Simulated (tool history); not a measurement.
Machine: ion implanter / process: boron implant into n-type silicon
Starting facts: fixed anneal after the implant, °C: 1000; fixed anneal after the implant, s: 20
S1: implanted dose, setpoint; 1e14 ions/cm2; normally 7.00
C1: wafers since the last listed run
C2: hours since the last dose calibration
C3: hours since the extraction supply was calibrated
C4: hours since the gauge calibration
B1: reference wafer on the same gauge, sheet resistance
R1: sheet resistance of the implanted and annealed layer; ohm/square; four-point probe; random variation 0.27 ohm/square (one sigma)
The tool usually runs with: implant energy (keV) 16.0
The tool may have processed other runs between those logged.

{"run": 1, "hour": 0.0, "S1": 7.0, "implant energy (keV)": 19.5, "C1": 0, "C2": 1654.4, "C3": 4610.0, "C4": 46.2, "B1": 164.02, "R1": 181.28}
{"run": 2, "hour": 11.4, "S1": 7.0, "implant energy (keV)": 19.5, "C1": 215, "C2": 1665.8, "C3": 4621.4, "C4": 57.6, "B1": 163.96, "R1": 181.35}
{"run": 3, "hour": 22.5, "S1": 7.0, "implant energy (keV)": 19.5, "C1": 209, "C2": 1676.9, "C3": 4632.5, "C4": 68.7, "B1": 163.98, "R1": 180.68}
{"run": 4, "hour": 36.2, "S1": 7.0, "implant energy (keV)": 16.0, "C1": 258, "C2": 1690.6, "C3": 4646.2, "C4": 82.4, "B1": 164.01, "R1": 184.22}
{"run": 5, "hour": 52.2, "S1": 7.0, "implant energy (keV)": 14.0, "C1": 302, "C2": 1706.6, "C3": 4662.2, "C4": 98.4, "B1": 164.02, "R1": 186.47}
{"run": 6, "hour": 58.6, "S1": 7.0, "implant energy (keV)": 13.0, "C1": 120, "C2": 1713.0, "C3": 4668.6, "C4": 104.8, "B1": 164.03, "R1": 187.33}
{"run": 7, "hour": 69.7, "S1": 7.0, "implant energy (keV)": 13.0, "C1": 209, "C2": 1724.1, "C3": 4679.7, "C4": 115.9, "B1": 163.99, "R1": 186.87}
{"run": 8, "hour": 78.3, "S1": 7.0, "implant energy (keV)": 16.0, "C1": 162, "C2": 1732.7, "C3": 4688.3, "C4": 124.5, "B1": 164.01, "R1": 184.46}
{"hour": 90.4, "done": "extraction supply calibrated"}
{"hour": 92.6, "done": "Faraday cup replaced and dose calibrated"}
{"hour": 92.7, "done": "gauge calibrated"}
{"run": 9, "hour": 93.1, "S1": 7.0, "implant energy (keV)": 16.0, "C1": 87, "C2": 0.5, "C3": 2.7, "C4": 0.4, "B1": 163.99, "R1": 187.53}
{"run": 10, "hour": 100.4, "S1": 7.0, "implant energy (keV)": 16.0, "C1": 137, "C2": 7.8, "C3": 10.0, "C4": 7.7, "B1": 164.04, "R1": 188.19}
{"run": 11, "hour": 109.6, "S1": 7.0, "implant energy (keV)": 17.5, "C1": 173, "C2": 17.0, "C3": 19.2, "C4": 16.9, "B1": 164.0, "R1": 186.96}
{"run": 12, "hour": 121.8, "S1": 5.75, "implant energy (keV)": 19.0, "C1": 230, "C2": 29.2, "C3": 31.4, "C4": 29.1, "B1": 164.0, "R1": 218.93}
{"hour": 136.7, "done": "Faraday cup replaced and dose calibrated, repeated, since the last time left the tool worse"}
{"run": 13, "hour": 137.2, "S1": 5.07, "implant energy (keV)": 18.5, "C1": 139, "C2": 0.5, "C3": 46.8, "C4": 44.5, "B1": 163.98, "R1": 228.88}
{"run": 14, "hour": 139.0, "S1": 8.16, "implant energy (keV)": 16.0, "C1": 33, "C2": 2.3, "C3": 48.6, "C4": 46.3, "B1": 164.01, "R1": 155.56}
{"run": 15, "hour": 150.7, "S1": 8.29, "implant energy (keV)": 16.0, "C1": 220, "C2": 14.0, "C3": 60.3, "C4": 58.0, "B1": 164.01, "R1": 153.93}
{"run": 16, "hour": 168.1, "S1": 5.54, "implant energy (keV)": 14.0, "C1": 328, "C2": 31.4, "C3": 77.7, "C4": 75.4, "B1": 163.98, "R1": 218.14}
{"run": 17, "hour": 179.1, "S1": 8.71, "implant energy (keV)": 18.5, "C1": 207, "C2": 42.4, "C3": 88.7, "C4": 86.4, "B1": 163.99, "R1": 145.6}
{"run": 18, "hour": 188.7, "S1": 5.5, "implant energy (keV)": 17.5, "C1": 181, "C2": 52.0, "C3": 98.3, "C4": 96.0, "B1": 164.01, "R1": 216.08}
{"run": 19, "hour": 196.2, "S1": 7.91, "implant energy (keV)": 16.0, "C1": 141, "C2": 59.5, "C3": 105.8, "C4": 103.5, "B1": 163.95, "R1": 159.76}
{"run": 20, "hour": 208.4, "S1": 7.0, "implant energy (keV)": 16.0, "C1": 230, "C2": 71.7, "C3": 118.0, "C4": 115.7, "B1": 164.04, "R1": 177.55}
{"hour": 210.6, "done": "gauge calibrated"}
{"run": 21, "hour": 218.5, "S1": 7.0, "implant energy (keV)": 16.0, "C1": 190, "C2": 81.8, "C3": 128.1, "C4": 7.9, "B1": 164.06, "R1": 177.31}

4 options for the next run, each taken on its own from the tool as it stands now. Forecast them:
{"run": "A", "hour": 218.9, "S1": 7.0, "implant energy (keV)": 16.0, "C1": 7, "C2": 82.2, "C3": 128.5, "C4": 8.3, "B1": "?", "R1": "?"}
{"run": "B", "hour": 218.9, "S1": 7.71, "implant energy (keV)": 12.0, "C1": 7, "C2": 82.2, "C3": 128.5, "C4": 8.3, "B1": "?", "R1": "?"}
{"run": "C", "hour": 218.9, "S1": 7.88, "implant energy (keV)": 21.5, "C1": 7, "C2": 82.2, "C3": 128.5, "C4": 8.3, "B1": "?", "R1": "?"}
{"run": "D", "hour": 218.9, "S1": 5.47, "implant energy (keV)": 13.0, "C1": 7, "C2": 82.2, "C3": 128.5, "C4": 8.3, "B1": "?", "R1": "?"}

run=A B1=163.92 R1=177.83
run=B B1=163.92 R1=168.68
run=C B1=163.92 R1=156.75
run=D B1=163.92 R1=222.00
Without the tool's unlogged condition, the same runs would have read:
run=A R1=177.81
run=B R1=168.66
run=C R1=156.73
run=D R1=221.98
